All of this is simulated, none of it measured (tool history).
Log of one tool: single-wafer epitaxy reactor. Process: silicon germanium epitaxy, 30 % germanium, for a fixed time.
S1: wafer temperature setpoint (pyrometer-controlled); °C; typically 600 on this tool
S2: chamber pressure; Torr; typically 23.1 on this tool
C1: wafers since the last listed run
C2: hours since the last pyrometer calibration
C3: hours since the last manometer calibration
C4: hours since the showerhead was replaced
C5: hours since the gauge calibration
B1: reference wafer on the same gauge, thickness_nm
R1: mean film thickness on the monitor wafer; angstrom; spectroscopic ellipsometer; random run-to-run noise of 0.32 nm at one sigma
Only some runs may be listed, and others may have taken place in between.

| run | day | S1 | S2 | C1 | C2 | C3 | C4 | C5 | B1 | R1 |
|---|---|---|---|---|---|---|---|---|---|---|
| 1 | 0 | 609 | 23.1 | 0 | 158.2 | 749.2 | 2191.6 | 472.2 | 66.261 | 758.27 |
| 2 | 1.004 | 609 | 23.1 | 413 | 182.3 | 773.3 | 2215.7 | 496.3 | 66.398 | 751.88 |
| 3 | 2.471 | 600 | 21.2 | 604 | 217.5 | 808.5 | 2250.9 | 531.5 | 66.347 | 612.26 |
|  | 4.162 | showerhead replaced |
| 4 | 4.183 | 600 | 23.1 | 568 | 258.6 | 849.6 | 0.5 | 572.6 | 66.312 | 627.75 |
| 5 | 4.654 | 600 | 23.1 | 194 | 269.9 | 860.9 | 11.8 | 583.9 | 66.352 | 631.55 |
| 6 | 5.754 | 600 | 23.1 | 453 | 296.3 | 887.3 | 38.2 | 610.3 | 66.258 | 626.73 |
| 7 | 6.475 | 600 | 23.1 | 297 | 313.6 | 904.6 | 55.5 | 627.6 | 66.251 | 631.78 |
|  | 8.092 | capacitance manometer re-zeroed and calibrated |
| 8 | 8.112 | 600 | 23.1 | 537 | 352.9 | 0.5 | 94.8 | 666.9 | 66.268 | 618.09 |
| 9 | 9.033 | 600 | 23.1 | 379 | 375 | 22.6 | 116.9 | 689 | 66.205 | 616.1 |
| 10 | 11.192 | 600 | 26.3 | 889 | 426.8 | 74.4 | 168.7 | 740.8 | 66.233 | 640.4 |
| 11 | 11.767 | 610 | 26.6 | 236 | 440.6 | 88.2 | 182.5 | 754.6 | 66.174 | 784.91 |
| 12 | 12.954 | 588 | 26 | 489 | 469.1 | 116.7 | 211 | 783.1 | 66.316 | 493.11 |
| 13 | 13.596 | 604 | 28.1 | 264 | 484.5 | 132.1 | 226.4 | 798.5 | 66.249 | 704 |
| 14 | 15.042 | 600 | 26.4 | 595 | 519.2 | 166.8 | 261.1 | 833.2 | 66.315 | 631.66 |
| 15 | 16.179 | 613 | 17.9 | 468 | 546.5 | 194.1 | 288.4 | 860.5 | 66.373 | 758.6 |
| 16 | 17.283 | 595 | 20.8 | 455 | 573 | 220.6 | 314.9 | 887 | 66.247 | 540.38 |
| 17 | 18.396 | 609 | 23.1 | 458 | 599.7 | 247.3 | 341.6 | 913.7 | 66.298 | 753.34 |
| 18 | 19.808 | 600 | 23.1 | 582 | 633.6 | 281.2 | 375.5 | 947.6 | 66.324 | 626.18 |
| 19 | 20.662 | 596 | 21 | 352 | 654.1 | 301.7 | 396 | 968.1 | 66.3 | 555.1 |
| 20 | 21.179 | 600 | 18.8 | 212 | 666.5 | 314.1 | 408.4 | 980.5 | 66.314 | 593.19 |
| 21 | 22.179 | 612 | 18.2 | 412 | 690.5 | 338.1 | 432.4 | 1004.5 | 66.26 | 757.05 |
|  | 22.554 | gauge calibrated |
| 22 | 23.65 | 591 | 19.6 | 606 | 725.8 | 373.4 | 467.7 | 26.3 | 66.296 | 494.42 |
| 23 | 24.779 | 591 | 20.7 | 465 | 752.9 | 400.5 | 494.8 | 53.4 | 66.298 | 502.94 |
| 24 | 25.396 | 590 | 23.1 | 254 | 767.7 | 415.3 | 509.6 | 68.2 | 66.234 | 501.45 |
|  | 27.504 | pyrometer calibrated |
| 25 | 27.667 | 614 | 25.2 | 798 | 3.9 | 469.8 | 564.1 | 122.7 | 66.266 | 848.84 |
| 26 | 28.888 | 591 | 19.3 | 503 | 33.2 | 499.1 | 593.4 | 152 | 66.278 | 493.03 |
| 27 | 29.712 | 612 | 18.3 | 340 | 53 | 518.9 | 613.2 | 171.8 | 66.264 | 756.55 |
| 28 | 30.333 | 600 | 21.6 | 255 | 67.9 | 533.8 | 628.1 | 186.7 | 66.258 | 607.95 |
| 29 | 31.388 | 595 | 20.8 | 434 | 93.2 | 559.1 | 653.4 | 212 | 66.266 | 546.75 |
| 30 | 32.233 | 608 | 18.4 | 348 | 113.5 | 579.4 | 673.7 | 232.3 | 66.406 | 697.93 |
| 31 | 33.312 | 613 | 21.5 | 444 | 139.4 | 605.3 | 699.6 | 258.2 | 66.328 | 800.46 |
| 32 | 34.388 | 607 | 25.1 | 443 | 165.2 | 631.1 | 725.4 | 284 | 66.244 | 735.39 |
| 33 | 35.75 | 589 | 18.4 | 561 | 197.9 | 663.8 | 758.1 | 316.7 | 66.321 | 469.35 |
| 34 | 36.667 | 611 | 20.3 | 377 | 219.9 | 685.8 | 780.1 | 338.7 | 66.294 | 763.26 |
| 35 | 37.942 | 600 | 23.1 | 525 | 250.5 | 716.4 | 810.7 | 369.3 | 66.328 | 631.32 |

Some steps in R1 between neighbouring runs. How much of each would the tool show without its hidden state too (settings, what came in, random variation), and how much is left for the hidden state, with any gauge scatter that isn't in both results?
Hidden state at play: wafer temperature above the value expected at the setpoint (K); true pressure above the setpoint (%); gauge reads high (%).
Run 7 -> 8: capacitance manometer re-zeroed and calibrated. R1 -13.69 angstrom: hidden state -11.66, all else -2.03.
Run 24 -> 25: S1 590 -> 614, S2 23.1 -> 25.2, pyrometer calibrated. R1 +347.39 angstrom: hidden state +3.53, all else +343.86.
Run 25 -> 26: S1 614 -> 591, S2 25.2 -> 19.3. R1 -355.81 angstrom: hidden state -2.84, all else -352.97.
Run 33 -> 34: S1 589 -> 611, S2 18.4 -> 20.3. R1 +293.91 angstrom: hidden state +3.89, all else +290.02.
